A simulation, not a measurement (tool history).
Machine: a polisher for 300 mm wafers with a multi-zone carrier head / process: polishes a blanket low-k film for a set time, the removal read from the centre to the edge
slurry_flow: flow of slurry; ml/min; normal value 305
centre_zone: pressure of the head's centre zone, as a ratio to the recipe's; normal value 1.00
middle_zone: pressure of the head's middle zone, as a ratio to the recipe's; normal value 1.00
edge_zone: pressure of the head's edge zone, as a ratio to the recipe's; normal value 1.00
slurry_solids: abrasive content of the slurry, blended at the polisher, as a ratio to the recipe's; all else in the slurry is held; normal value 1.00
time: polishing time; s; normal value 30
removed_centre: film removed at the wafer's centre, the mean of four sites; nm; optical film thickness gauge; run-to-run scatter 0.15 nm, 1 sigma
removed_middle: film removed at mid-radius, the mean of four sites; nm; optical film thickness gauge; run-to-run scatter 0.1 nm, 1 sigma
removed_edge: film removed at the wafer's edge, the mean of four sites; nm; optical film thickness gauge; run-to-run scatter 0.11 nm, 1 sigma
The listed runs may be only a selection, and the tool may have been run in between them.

run	hour	slurry_flow	centre_zone	middle_zone	edge_zone	slurry_solids	time	incoming thickness of the incoming film, nm	removed_centre	removed_middle	removed_edge
1	0.0	305	1.00	1.00	1.00	1.00	30	666.8	15.7	15.9	16.0
2	34.8	305	1.00	1.00	1.00	1.00	30	672.1	15.5	16.0	16.0
3	51.4	305	1.00	1.00	1.00	1.00	30	677.0	15.4	15.8	15.9
# hour 58.1: worn pad replaced by a new one
4	66.8	305	1.00	1.00	1.00	1.00	30	668.8	15.3	15.9	15.9
5	94.1	305	1.00	1.00	1.00	1.00	30	682.0	15.1	15.8	16.0
# hour 147.5: carrier head's membrane replaced by a new one, of another model than before
# hour 185.2: worn pad replaced by a new one
# hour 186.4: edge zone pressure recalibrated
6	191.3	305	1.00	1.00	1.00	1.00	30	665.4	13.7	16.0	15.8
# hour 197.0: slurry nozzle cleaned
# hour 212.4: centre zone pressure recalibrated
7	215.2	305	1.00	1.00	1.00	1.00	30	665.1	15.5	15.8	16.0
8	245.4	305	1.00	1.00	0.94	1.30	30	658.8	17.3	17.7	17.0
9	276.2	400	0.89	0.95	1.00	1.25	30	674.2	14.2	17.2	17.4
10	289.7	390	1.00	1.00	1.00	1.00	30	667.9	15.6	16.0	15.8
# hour 306.3: worn pad replaced by a new one
11	306.8	305	1.00	1.07	1.11	1.00	23	678.1	11.6	12.4	13.0
12	322.9	305	1.00	1.00	0.95	1.25	36	673.5	19.8	20.8	20.0
13	347.2	305	1.00	1.00	1.00	1.00	30	681.5	14.9	15.7	16.0
14	370.4	305	1.00	1.00	1.00	1.00	30	671.0	14.5	15.7	16.0
15	394.1	305	1.00	1.00	1.00	1.00	30	671.9	14.7	15.7	15.9
16	408.3	395	1.04	1.00	1.11	0.90	30	664.4	15.0	15.5	16.4
17	430.1	305	1.00	1.00	1.04	1.00	30	670.9	14.4	15.6	16.2
18	443.2	305	1.00	1.00	1.00	1.00	35	676.4	16.4	18.6	18.5
# hour 454.4: worn pad replaced by a new one
# hour 455.3: slurry nozzle cleaned
19	462.2	305	0.96	1.00	1.00	1.00	39	664.4	17.2	20.6	20.7
20	493.1	305	0.94	1.00	1.07	1.00	30	663.4	12.6	15.8	16.7
21	524.0	205	1.00	1.00	1.00	1.00	30	678.9	13.1	15.5	15.6

5 ways to go on from here, each from the tool as it stands after run 21. What would each give?
A	524.4	305	1.00	1.00	1.00	1.00	30	664.9	?	?	?
B	524.4	305	0.96	0.93	1.00	1.00	33	664.9	?	?	?
C	524.4	215	1.00	1.00	1.00	1.20	40	664.9	?	?	?
D	524.4	245	0.96	1.00	0.92	1.00	30	664.9	?	?	?
E	524.4	265	1.00	1.00	1.00	1.00	30	664.9	?	?	?

run	removed_centre	removed_middle	removed_edge
A	13.3	15.8	15.9
B	13.7	16.9	17.5
C	18.6	22.2	22.5
D	12.3	15.6	14.8
E	13.1	15.7	15.8
Stripped of hidden state, with their random variation kept, the same runs would have yielded:
run	removed_centre	removed_middle	removed_edge
A	15.5	15.8	15.9
B	16.0	16.9	17.5
C	21.7	22.2	22.5
D	14.3	15.6	14.8
E	15.3	15.6	15.8
